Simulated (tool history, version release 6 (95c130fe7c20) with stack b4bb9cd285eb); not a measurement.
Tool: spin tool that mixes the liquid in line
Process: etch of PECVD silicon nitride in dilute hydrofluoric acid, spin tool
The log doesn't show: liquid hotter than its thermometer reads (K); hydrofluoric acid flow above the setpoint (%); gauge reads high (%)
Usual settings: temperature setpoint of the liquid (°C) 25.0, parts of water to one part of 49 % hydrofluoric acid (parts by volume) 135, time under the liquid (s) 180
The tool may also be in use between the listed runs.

run	hour	temperature setpoint of the liquid (°C)	parts of water to one part of 49 % hydrofluoric acid (parts by volume)	time under the liquid (s)	wafers since the last listed run	hours since the thermometer was replaced	hours since the hydrofluoric acid flow meter was replaced	hours since the gauge calibration	read-back film thickness of the PECVD silicon nitride reference wafer, read on the same gauge (nm)	thickness taken off the PECVD silicon nitride on a monitor wafer (Å)
1	0.0	25.0	135	180	0	1725.7	1792.1	63.0	40.014	32.88
2	30.5	25.0	135	180	152	1756.2	1822.6	93.5	40.000	32.81
3	58.2	25.0	135	180	138	1783.9	1850.3	121.2	39.998	33.05
4	70.7	25.0	135	180	62	1796.4	1862.8	133.7	40.004	33.58
5	120.9	25.0	80	180	250	1846.6	1913.0	183.9	40.008	55.61
6	139.1	25.0	80	180	90	1864.8	1931.2	202.1	40.017	56.46
7	156.4	25.0	135	180	86	1882.1	1948.5	219.4	40.018	33.15
8	192.3	25.0	135	180	179	1918.0	1984.4	255.3	40.002	34.10
9	222.1	25.0	135	180	148	1947.8	2014.2	285.1	39.998	34.08
# hour 229.1: thermometer replaced
10	241.5	25.0	135	180	91	12.4	2033.6	304.5	39.997	29.48
11	259.4	25.0	135	180	89	30.3	2051.5	322.4	39.979	28.92
12	287.0	25.0	135	180	137	57.9	2079.1	350.0	40.003	29.49
13	307.0	25.0	135	180	99	77.9	2099.1	370.0	39.972	29.25
14	336.1	20.0	175	180	145	107.0	2128.2	399.1	40.007	16.67
15	370.9	29.0	90	125	173	141.8	2163.0	433.9	40.006	39.78
# hour 385.6: hydrofluoric acid flow meter replaced
16	400.4	25.0	160	115	142	171.3	14.8	463.4	40.013	14.48
17	429.6	25.0	95	180	145	200.5	44.0	492.6	39.997	38.23
18	460.5	25.0	100	180	154	231.4	74.9	523.5	40.009	36.79
19	483.3	25.0	135	180	113	254.2	97.7	546.3	39.995	26.82
# hour 493.8: gauge calibrated
20	512.5	20.5	135	180	145	283.4	126.9	18.7	39.991	20.57
21	545.0	21.5	70	280	162	315.9	159.4	51.2	40.019	65.26
22	561.4	25.0	135	125	81	332.3	175.8	67.6	40.001	18.93
23	611.9	25.0	135	180	252	382.8	226.3	118.1	40.012	27.74
24	638.1	23.0	135	90	130	409.0	252.5	144.3	39.996	12.30
25	655.1	21.5	65	220	84	426.0	269.5	161.3	40.017	55.46

4 ways to go on from here, each from the tool as it stands after run 25. What would each give?
A	655.6	21.0	135	180	2	426.5	270.0	161.8	?	?
B	655.6	26.5	195	90	2	426.5	270.0	161.8	?	?
C	655.6	23.0	105	90	2	426.5	270.0	161.8	?	?
D	655.6	26.5	135	180	2	426.5	270.0	161.8	?	?

run	read-back film thickness of the PECVD silicon nitride reference wafer, read on the same gauge (nm)	thickness taken off the PECVD silicon nitride on a monitor wafer (Å)
A	40.024	21.53
B	40.024	10.63
C	40.024	15.73
D	40.024	30.74
Without the tool's hidden state the same runs would have given:
run	thickness taken off the PECVD silicon nitride on a monitor wafer (Å)
A	20.05
B	9.92
C	14.65
D	28.67

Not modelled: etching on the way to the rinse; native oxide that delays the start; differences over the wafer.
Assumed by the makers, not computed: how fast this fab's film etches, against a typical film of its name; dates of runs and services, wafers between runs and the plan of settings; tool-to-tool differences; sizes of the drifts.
